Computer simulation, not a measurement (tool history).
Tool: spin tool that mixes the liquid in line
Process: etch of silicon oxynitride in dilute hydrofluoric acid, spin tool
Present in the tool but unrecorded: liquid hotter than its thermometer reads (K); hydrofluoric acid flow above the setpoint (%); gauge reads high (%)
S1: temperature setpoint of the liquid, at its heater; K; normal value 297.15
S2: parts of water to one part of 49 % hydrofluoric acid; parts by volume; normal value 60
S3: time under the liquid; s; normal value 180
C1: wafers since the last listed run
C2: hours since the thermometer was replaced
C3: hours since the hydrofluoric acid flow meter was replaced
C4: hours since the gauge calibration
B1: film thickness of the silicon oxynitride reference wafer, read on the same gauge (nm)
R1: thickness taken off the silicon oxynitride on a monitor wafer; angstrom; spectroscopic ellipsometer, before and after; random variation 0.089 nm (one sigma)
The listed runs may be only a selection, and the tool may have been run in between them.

run    hour      S1  S2   S3    C1      C2      C3      C4     B1     R1
  1     0.0  297.15  60  180     0   563.2   491.3  1783.7  80.01  103.5
  2    77.5  297.15  60  180   387   640.7   568.8  1861.2  80.02  103.0
  3   155.9  297.15  60  180   392   719.1   647.2  1939.6  80.01  104.1
  4   208.7  297.15  60  180   264   771.9   700.0  1992.4  80.01  105.2
  5   284.6  297.15  60  180   379   847.8   775.9  2068.3  80.03  105.1
  6   518.8  297.15  60  180  1172  1082.0  1010.1  2302.5  80.02  105.1
  7   591.8  297.15  60  180   365  1155.0  1083.1  2375.5  80.00  102.7
  8   694.8  297.15  60  180   515  1258.0  1186.1  2478.5  79.97  104.9
      742.2  -- thermometer replaced
  9   794.2  297.15  60  180   492    52.0  1285.5  2577.9  79.99  103.4
 10   899.9  297.15  60  180   529   157.7  1391.2  2683.6  80.00  102.5
 11   936.9  297.15  60  180   185   194.7  1428.2  2720.6  80.00  104.0
 12  1024.1  297.15  60  180   436   281.9  1515.4  2807.8  80.01  102.9
 13  1066.2  297.15  60  265   210   324.0  1557.5  2849.9  80.01  152.4
 14  1125.5  292.65  60  180   296   383.3  1616.8  2909.2  80.00   82.7
 15  1197.3  299.15  60  180   359   455.1  1688.6  2981.0  79.99  114.3
 16  1296.4  297.15  60  180   495   554.2  1787.7  3080.1  80.02  104.6
 17  1563.4  292.15  70   80  1336   821.2  2054.7  3347.1  80.01   30.8
     1626.6  -- gauge calibrated
 18  1636.6  297.15  60  180   366   894.4  2127.9    10.0  80.00  105.3
 19  1716.1  297.15  60  180   397   973.9  2207.4    89.5  80.04  103.6
     1775.3  -- hydrofluoric acid flow meter replaced
 20  1819.2  297.15  60  180   511  1077.0    43.9   192.6  79.98  104.2
 21  1879.1  292.15  60  180   299  1136.9   103.8   252.5  80.00   80.8
     1949.0  -- thermometer replaced
 22  1951.0  297.15  70  230   354     2.0   175.7   324.4  80.00  112.1
 23  2021.4  300.65  90  180   352    72.4   246.1   394.8  79.99   78.5
 24  2112.7  294.65  60  180   456   163.7   337.4   486.1  80.00   91.7
 25  2351.0  294.15  45  110  1192   402.0   575.7   724.4  79.99   73.7

Forecast run 26:
 26  2391.4  297.15  60  145  202  442.4  616.1  764.8   ?   ?

Run 26 gave B1 80.00, R1 83.9 angstrom.
Without the tool's hidden state the same run would have given R1 83.9 angstrom.
